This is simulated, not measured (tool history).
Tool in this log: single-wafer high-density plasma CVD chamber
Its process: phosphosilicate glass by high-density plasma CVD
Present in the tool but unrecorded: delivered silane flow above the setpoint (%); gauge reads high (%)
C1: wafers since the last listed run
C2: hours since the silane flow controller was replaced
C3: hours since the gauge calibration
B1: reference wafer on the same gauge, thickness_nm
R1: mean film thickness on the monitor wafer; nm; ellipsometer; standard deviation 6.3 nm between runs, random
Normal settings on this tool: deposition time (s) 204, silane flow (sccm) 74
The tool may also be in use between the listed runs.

{"run": 1, "hour": 0.0, "deposition time (s)": 204, "silane flow (sccm)": 74, "C1": 0, "C2": 1423, "C3": 627.9, "B1": 1499.107, "R1": 1396.693}
{"run": 2, "hour": 71.7, "deposition time (s)": 204, "silane flow (sccm)": 74, "C1": 741, "C2": 1494.7, "C3": 699.6, "B1": 1502.425, "R1": 1404.573}
{"run": 3, "hour": 132.5, "deposition time (s)": 204, "silane flow (sccm)": 85, "C1": 629, "C2": 1555.5, "C3": 760.4, "B1": 1503.454, "R1": 1606.688}
{"run": 4, "hour": 185.4, "deposition time (s)": 204, "silane flow (sccm)": 85, "C1": 547, "C2": 1608.4, "C3": 813.3, "B1": 1499.019, "R1": 1598.983}
{"run": 5, "hour": 227.1, "deposition time (s)": 204, "silane flow (sccm)": 62, "C1": 431, "C2": 1650.1, "C3": 855, "B1": 1499.933, "R1": 1171.386}
{"run": 6, "hour": 267.3, "deposition time (s)": 183, "silane flow (sccm)": 74, "C1": 415, "C2": 1690.3, "C3": 895.2, "B1": 1502.363, "R1": 1244.164}
{"run": 7, "hour": 314.1, "deposition time (s)": 183, "silane flow (sccm)": 74, "C1": 484, "C2": 1737.1, "C3": 942, "B1": 1498.924, "R1": 1251.545}
{"run": 8, "hour": 344.6, "deposition time (s)": 204, "silane flow (sccm)": 74, "C1": 315, "C2": 1767.6, "C3": 972.5, "B1": 1501.533, "R1": 1398.993}
{"run": 9, "hour": 409.3, "deposition time (s)": 204, "silane flow (sccm)": 74, "C1": 669, "C2": 1832.3, "C3": 1037.2, "B1": 1501.894, "R1": 1401.398}
{"run": 10, "hour": 464.2, "deposition time (s)": 204, "silane flow (sccm)": 63, "C1": 568, "C2": 1887.2, "C3": 1092.1, "B1": 1497.236, "R1": 1195.049}
{"run": 11, "hour": 514.9, "deposition time (s)": 204, "silane flow (sccm)": 80, "C1": 524, "C2": 1937.9, "C3": 1142.8, "B1": 1503.49, "R1": 1513.19}
{"run": 12, "hour": 584.0, "deposition time (s)": 204, "silane flow (sccm)": 80, "C1": 714, "C2": 2007, "C3": 1211.9, "B1": 1496.35, "R1": 1516.4}
{"hour": 593.8, "done": "silane flow controller replaced"}
{"run": 13, "hour": 646.0, "deposition time (s)": 204, "silane flow (sccm)": 80, "C1": 558, "C2": 52.2, "C3": 1273.9, "B1": 1501.924, "R1": 1509.68}
{"run": 14, "hour": 683.7, "deposition time (s)": 204, "silane flow (sccm)": 74, "C1": 390, "C2": 89.9, "C3": 1311.6, "B1": 1501.115, "R1": 1392.69}
{"run": 15, "hour": 735.5, "deposition time (s)": 204, "silane flow (sccm)": 74, "C1": 535, "C2": 141.7, "C3": 1363.4, "B1": 1502.214, "R1": 1390.794}
{"run": 16, "hour": 804.2, "deposition time (s)": 204, "silane flow (sccm)": 74, "C1": 710, "C2": 210.4, "C3": 1432.1, "B1": 1503.206, "R1": 1391.855}
{"run": 17, "hour": 852.8, "deposition time (s)": 204, "silane flow (sccm)": 74, "C1": 502, "C2": 259, "C3": 1480.7, "B1": 1498.467, "R1": 1411.309}
{"run": 18, "hour": 916.0, "deposition time (s)": 204, "silane flow (sccm)": 74, "C1": 653, "C2": 322.2, "C3": 1543.9, "B1": 1496.31, "R1": 1397.707}
{"run": 19, "hour": 969.8, "deposition time (s)": 204, "silane flow (sccm)": 74, "C1": 556, "C2": 376, "C3": 1597.7, "B1": 1502.5, "R1": 1402.549}
{"run": 20, "hour": 1008.7, "deposition time (s)": 204, "silane flow (sccm)": 74, "C1": 402, "C2": 414.9, "C3": 1636.6, "B1": 1498.005, "R1": 1399.166}
{"run": 21, "hour": 1049.9, "deposition time (s)": 204, "silane flow (sccm)": 74, "C1": 426, "C2": 456.1, "C3": 1677.8, "B1": 1500.187, "R1": 1398.213}
{"run": 22, "hour": 1115.8, "deposition time (s)": 219, "silane flow (sccm)": 84, "C1": 681, "C2": 522, "C3": 1743.7, "B1": 1500.693, "R1": 1703.094}
{"run": 23, "hour": 1155.3, "deposition time (s)": 204, "silane flow (sccm)": 74, "C1": 408, "C2": 561.5, "C3": 1783.2, "B1": 1495.688, "R1": 1389.352}
{"run": 24, "hour": 1226.3, "deposition time (s)": 204, "silane flow (sccm)": 74, "C1": 734, "C2": 632.5, "C3": 1854.2, "B1": 1497.636, "R1": 1400.559}
{"hour": 1265.7, "done": "gauge calibrated"}
{"run": 25, "hour": 1266.7, "deposition time (s)": 204, "silane flow (sccm)": 59, "C1": 418, "C2": 672.9, "C3": 1, "B1": 1498.354, "R1": 1117.656}
{"run": 26, "hour": 1302.0, "deposition time (s)": 204, "silane flow (sccm)": 74, "C1": 365, "C2": 708.2, "C3": 36.3, "B1": 1498.727, "R1": 1401.289}
{"run": 27, "hour": 1445.9, "deposition time (s)": 192, "silane flow (sccm)": 88, "C1": 1488, "C2": 852.1, "C3": 180.2, "B1": 1495.435, "R1": 1571.731}
{"run": 28, "hour": 1473.5, "deposition time (s)": 174, "silane flow (sccm)": 88, "C1": 285, "C2": 879.7, "C3": 207.8, "B1": 1497.712, "R1": 1409.715}
{"run": 29, "hour": 1522.2, "deposition time (s)": 224, "silane flow (sccm)": 74, "C1": 503, "C2": 928.4, "C3": 256.5, "B1": 1499.243, "R1": 1545.155}
{"run": 30, "hour": 1577.8, "deposition time (s)": 204, "silane flow (sccm)": 74, "C1": 575, "C2": 984, "C3": 312.1, "B1": 1501.357, "R1": 1394.778}
{"run": 31, "hour": 1629.6, "deposition time (s)": 204, "silane flow (sccm)": 69, "C1": 535, "C2": 1035.8, "C3": 363.9, "B1": 1502.217, "R1": 1313.127}
{"run": 32, "hour": 1661.6, "deposition time (s)": 204, "silane flow (sccm)": 74, "C1": 331, "C2": 1067.8, "C3": 395.9, "B1": 1497.092, "R1": 1389.012}
{"run": 33, "hour": 1715.3, "deposition time (s)": 230, "silane flow (sccm)": 60, "C1": 555, "C2": 1121.5, "C3": 449.6, "B1": 1501.414, "R1": 1270.649}
{"run": 34, "hour": 1739.9, "deposition time (s)": 204, "silane flow (sccm)": 85, "C1": 254, "C2": 1146.1, "C3": 474.2, "B1": 1503.426, "R1": 1609.301}
{"run": 35, "hour": 1769.6, "deposition time (s)": 239, "silane flow (sccm)": 74, "C1": 307, "C2": 1175.8, "C3": 503.9, "B1": 1503.159, "R1": 1641.617}
{"run": 36, "hour": 1810.1, "deposition time (s)": 204, "silane flow (sccm)": 81, "C1": 419, "C2": 1216.3, "C3": 544.4, "B1": 1499.686, "R1": 1537.441}
{"run": 37, "hour": 1869.3, "deposition time (s)": 231, "silane flow (sccm)": 74, "C1": 612, "C2": 1275.5, "C3": 603.6, "B1": 1499.107, "R1": 1580.894}
{"run": 38, "hour": 1895.1, "deposition time (s)": 174, "silane flow (sccm)": 84, "C1": 266, "C2": 1301.3, "C3": 629.4, "B1": 1500.092, "R1": 1350.217}

Here are 3 independent what-if runs from the current tool condition. What would each one return?
{"run": "A", "hour": 1895.6, "deposition time (s)": 204, "silane flow (sccm)": 61, "C1": 5, "C2": 1301.8, "C3": 629.9, "B1": "?", "R1": "?"}
{"run": "B", "hour": 1895.6, "deposition time (s)": 167, "silane flow (sccm)": 82, "C1": 5, "C2": 1301.8, "C3": 629.9, "B1": "?", "R1": "?"}
{"run": "C", "hour": 1895.6, "deposition time (s)": 177, "silane flow (sccm)": 79, "C1": 5, "C2": 1301.8, "C3": 629.9, "B1": "?", "R1": "?"}

run=A B1=1501.587 R1=1145.347
run=B B1=1501.587 R1=1260.398
run=C B1=1501.587 R1=1286.997
Had the tool no hidden state, the same runs would have come out as:
run=A R1=1145.347
run=B R1=1260.398
run=C R1=1286.997
